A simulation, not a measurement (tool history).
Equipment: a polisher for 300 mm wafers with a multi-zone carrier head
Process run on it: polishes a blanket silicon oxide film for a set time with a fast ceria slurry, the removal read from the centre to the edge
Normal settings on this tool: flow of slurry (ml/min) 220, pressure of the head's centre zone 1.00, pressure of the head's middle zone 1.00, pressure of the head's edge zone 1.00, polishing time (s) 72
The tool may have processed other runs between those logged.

run    hour  flow of slurry (ml/min)  pressure of the head's centre zone  pressure of the head's middle zone  pressure of the head's edge zone  polishing time (s)  incoming thickness of the incoming film, nm  film removed at the wafer's centre (Å)  film removed at mid-radius (Å)  film removed at the wafer's edge (Å)
  1     0.0                      235                                0.92                                1.00                              1.00                  72                                       1986.6                                    6574                            7132                                  6926
  2    64.2                      165                                1.00                                1.00                              1.09                  72                                       2009.5                                    6789                            6754                                  6996
  3   131.9                      220                                1.00                                1.00                              1.00                  72                                       1986.7                                    6926                            6960                                  7064
      174.7  -- slurry nozzle cleaned
  4   189.0                      220                                1.00                                1.00                              0.91                  72                                       2007.8                                    7047                            7125                                  6802
      192.0  -- centre zone pressure recalibrated
  5   240.3                      220                                1.00                                1.00                              1.00                  72                                       1987.6                                    6944                            7091                                  7141
  6   272.2                      220                                1.00                                1.00                              1.00                  72                                       2012.0                                    6936                            6989                                  6848
  7   304.2                      220                                1.07                                0.94                              1.00                  72                                       1991.6                                    7380                            6706                                  6993
      343.0  -- edge zone pressure recalibrated
  8   354.7                      220                                0.89                                1.00                              1.00                  60                                       2003.6                                    5223                            5843                                  5834
      362.8  -- worn pad replaced by a new one
  9   399.6                      220                                1.00                                1.00                              0.91                  72                                       1983.0                                    7014                            7040                                  6649
 10   447.1                      190                                1.00                                1.00                              1.00                  72                                       1999.0                                    6865                            6844                                  6914
 11   485.9                      180                                1.00                                1.05                              1.00                  72                                       2021.5                                    6791                            7193                                  6777
      543.1  -- carrier head's membrane replaced by a new one
 12   556.4                      220                                1.00                                1.00                              0.89                  72                                       2027.6                                    6900                            7045                                  6675
      596.4  -- slurry nozzle cleaned
 13   596.9                      280                                0.93                                1.00                              1.00                  72                                       1988.6                                    6749                            7143                                  6861
 14   624.5                      220                                1.00                                1.00                              1.00                  72                                       2024.7                                    6796                            7049                                  6917
 15   672.1                      220                                1.00                                1.00                              1.00                  72                                       1993.8                                    6851                            7062                                  6998
      813.3  -- worn pad replaced by a new one
 16   870.8                      195                                1.00                                1.00                              1.00                  72                                       2006.7                                    6834                            6901                                  7006
 17   905.5                      220                                1.00                                1.07                              1.00                  72                                       1989.6                                    7000                            7378                                  6952
      929.2  -- centre zone pressure recalibrated
 18   934.4                      220                                1.00                                1.00                              1.00                  72                                       2022.9                                    6924                            7088                                  6907
 19   990.4                      255                                1.00                                0.93                              1.00                  72                                       1969.7                                    7085                            6729                                  7010
 20  1027.2                      175                                1.05                                1.00                              0.88                  83                                       2020.5                                    8219                            7766                                  7505
 21  1063.5                      220                                0.95                                1.00                              1.00                  81                                       2031.5                                    7574                            7924                                  7881

Below are 5 alternative next runs, each starting from the tool's condition after run 21. Predict each:
  A  1063.9                      220                                1.00                                1.00                              1.00                  72                                       1991.9                                       ?                               ?                                     ?
  B  1063.9                      200                                1.04                                1.11                              1.00                  53                                       1991.9                                       ?                               ?                                     ?
  C  1063.9                      220                                1.00                                1.00                              1.09                  72                                       1991.9                                       ?                               ?                                     ?
  D  1063.9                      195                                1.00                                1.00                              1.05                  72                                       1991.9                                       ?                               ?                                     ?
  E  1063.9                      185                                1.00                                1.06                              1.00                  72                                       1991.9                                       ?                               ?                                     ?

run  film removed at the wafer's centre (Å)  film removed at mid-radius (Å)  film removed at the wafer's edge (Å)
  A                                    6944                            7013                                  7018
  B                                    5265                            5534                                  5123
  C                                    6944                            7012                                  7246
  D                                    6850                            6927                                  7080
  E                                    6811                            7200                                  6921
Without the tool's unlogged condition, the same runs would have read:
run  film removed at the wafer's centre (Å)  film removed at mid-radius (Å)  film removed at the wafer's edge (Å)
  A                                    6944                            7013                                  7018
  B                                    5265                            5534                                  5123
  C                                    6944                            7012                                  7246
  D                                    6850                            6927                                  7080
  E                                    6811                            7200                                  6921

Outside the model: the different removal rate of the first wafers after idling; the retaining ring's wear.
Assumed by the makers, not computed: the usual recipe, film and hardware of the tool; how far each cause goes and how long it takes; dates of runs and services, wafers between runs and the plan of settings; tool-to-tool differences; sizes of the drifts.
